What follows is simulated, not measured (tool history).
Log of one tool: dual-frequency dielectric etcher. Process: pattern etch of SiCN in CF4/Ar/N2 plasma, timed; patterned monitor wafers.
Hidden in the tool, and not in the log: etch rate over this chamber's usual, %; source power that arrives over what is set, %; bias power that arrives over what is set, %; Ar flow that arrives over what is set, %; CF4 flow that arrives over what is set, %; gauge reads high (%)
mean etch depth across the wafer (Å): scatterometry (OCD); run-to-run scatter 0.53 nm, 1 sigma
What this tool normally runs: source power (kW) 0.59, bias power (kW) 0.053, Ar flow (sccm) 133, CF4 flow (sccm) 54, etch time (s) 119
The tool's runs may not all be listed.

run,hour,source power (kW),bias power (kW),Ar flow (sccm),CF4 flow (sccm),etch time (s),wafers since the last listed run,hours since the last wet clean,hours since the last source power generator calibration,hours since the last bias power generator calibration,hours since the last Ar flow controller change,hours since the last CF4 flow controller change,hours since the last upper electrode change,hours since the gauge calibration,"read-back reference wafer on the same gauge, depth_nm",mean etch depth across the wafer (Å)
1,0,0.54,0.053,133,54,119,0,84.8,2582.3,2443.5,1416.3,1775.7,889.1,61.9,116,995
2,66.6,0.59,0.053,133,54,119,677,151.4,2648.9,2510.1,1482.9,1842.3,955.7,128.5,116.1,1097
3,149.1,0.59,0.053,133,54,119,839,233.9,2731.4,2592.6,1565.4,1924.8,1038.2,211,116,1078
# hour 364.5: wet clean of the chamber
4,443.7,0.59,0.053,133,54,119,2753,79.2,3026,2887.2,1860,2219.4,1332.8,505.6,116.1,1106
5,528.6,0.59,0.053,133,54,119,863,164.1,3110.9,2972.1,1944.9,2304.3,1417.7,590.5,115.8,1098
# hour 576.2: bias power generator calibrated
6,576.5,0.59,0.053,133,46,108,446,212,3158.8,0.3,1992.8,2352.2,1465.6,638.4,116.1,977
7,674.4,0.59,0.053,133,46,108,996,309.9,3256.7,98.2,2090.7,2450.1,1563.5,736.3,116,960
8,735.9,0.59,0.053,133,46,108,625,371.4,3318.2,159.7,2152.2,2511.6,1625,797.8,116.2,951
9,814.9,0.59,0.053,133,54,119,803,450.4,3397.2,238.7,2231.2,2590.6,1704,876.8,116.1,1058
# hour 881.2: wet clean of the chamber
10,881.7,0.59,0.053,133,54,119,435,0.5,3464,305.5,2298,2657.4,1770.8,943.6,116,1120
11,960.4,0.59,0.053,133,45,119,800,79.2,3542.7,384.2,2376.7,2736.1,1849.5,1022.3,116,1088
# hour 1007.6: gauge calibrated
12,1022.8,0.59,0.053,118,54,91,634,141.6,3605.1,446.6,2439.1,2798.5,1911.9,15.2,115.9,864
# hour 1038.4: Ar flow controller replaced
13,1075.8,0.66,0.053,151,45,96.5,478,194.6,3658.1,499.6,37.4,2851.5,1964.9,68.2,115.9,950
# hour 1158.7: CF4 flow controller replaced
14,1159.1,0.59,0.053,133,54,119,786,277.9,3741.4,582.9,120.7,0.4,2048.2,151.5,116.1,1083
# hour 1221: upper electrode replaced
15,1221.5,0.59,0.053,133,54,135,390,340.3,3803.8,645.3,183.1,62.8,0.5,213.9,116,1222
16,1262.9,0.59,0.053,133,54,119,421,381.7,3845.2,686.7,224.5,104.2,41.9,255.3,116,1072
# hour 1279.2: source power generator calibrated
# hour 1312.9: wet clean of the chamber
17,1326.2,0.59,0.053,133,54,119,359,13.3,47,750,287.8,167.5,105.2,318.6,116,1135
18,1385.8,0.59,0.053,154,54,119,606,72.9,106.6,809.6,347.4,227.1,164.8,378.2,115.9,1096
19,1441.8,0.59,0.053,133,60,119,569,128.9,162.6,865.6,403.4,283.1,220.8,434.2,115.9,1137
20,1522,0.59,0.053,133,54,119,816,209.1,242.8,945.8,483.6,363.3,301,514.4,116.1,1110
21,1623.1,0.59,0.053,101,54,119,1028,310.2,343.9,1046.9,584.7,464.4,402.1,615.5,116.1,1140

Describe how what the log doesn't record of the tool's condition differs between the last listed run preceding each entry between runs and the first listed run following it.
Run 3 -> run 4: wet clean of the chamber (hour 364.5)
  etch rate over this chamber's usual, %: -3.3 -> -1.09
  measured result minus the result with no hidden state, mean etch depth across the wafer (Å): -37 -> -13
Run 5 -> run 6: bias power generator calibrated (hour 576.2)
  etch rate over this chamber's usual, %: -2.03 -> -2.56
  measured result minus the result with no hidden state, mean etch depth across the wafer (Å): -23 -> -25
Run 9 -> run 10: wet clean of the chamber (hour 881.2)
  etch rate over this chamber's usual, %: -5.2 -> 0.406
  measured result minus the result with no hidden state, mean etch depth across the wafer (Å): -59 -> +4
Run 11 -> run 12: gauge calibrated (hour 1007.6)
  etch rate over this chamber's usual, %: -0.466 -> -1.16
  measured result minus the result with no hidden state, mean etch depth across the wafer (Å): -5 -> -10
Run 12 -> run 13: Ar flow controller replaced (hour 1038.4)
  etch rate over this chamber's usual, %: -1.16 -> -1.74
  measured result minus the result with no hidden state, mean etch depth across the wafer (Å): -10 -> -17
Run 13 -> run 14: CF4 flow controller replaced (hour 1158.7)
  etch rate over this chamber's usual, %: -1.74 -> -2.67
  measured result minus the result with no hidden state, mean etch depth across the wafer (Å): -17 -> -30
Run 14 -> run 15: upper electrode replaced (hour 1221)
  etch rate over this chamber's usual, %: -2.67 -> -3.36
  measured result minus the result with no hidden state, mean etch depth across the wafer (Å): -30 -> -43
Run 16 -> run 17: source power generator calibrated (hour 1279.2); wet clean of the chamber (hour 1312.9)
  etch rate over this chamber's usual, %: -3.82 -> 1.12
  measured result minus the result with no hidden state, mean etch depth across the wafer (Å): -42 -> +13

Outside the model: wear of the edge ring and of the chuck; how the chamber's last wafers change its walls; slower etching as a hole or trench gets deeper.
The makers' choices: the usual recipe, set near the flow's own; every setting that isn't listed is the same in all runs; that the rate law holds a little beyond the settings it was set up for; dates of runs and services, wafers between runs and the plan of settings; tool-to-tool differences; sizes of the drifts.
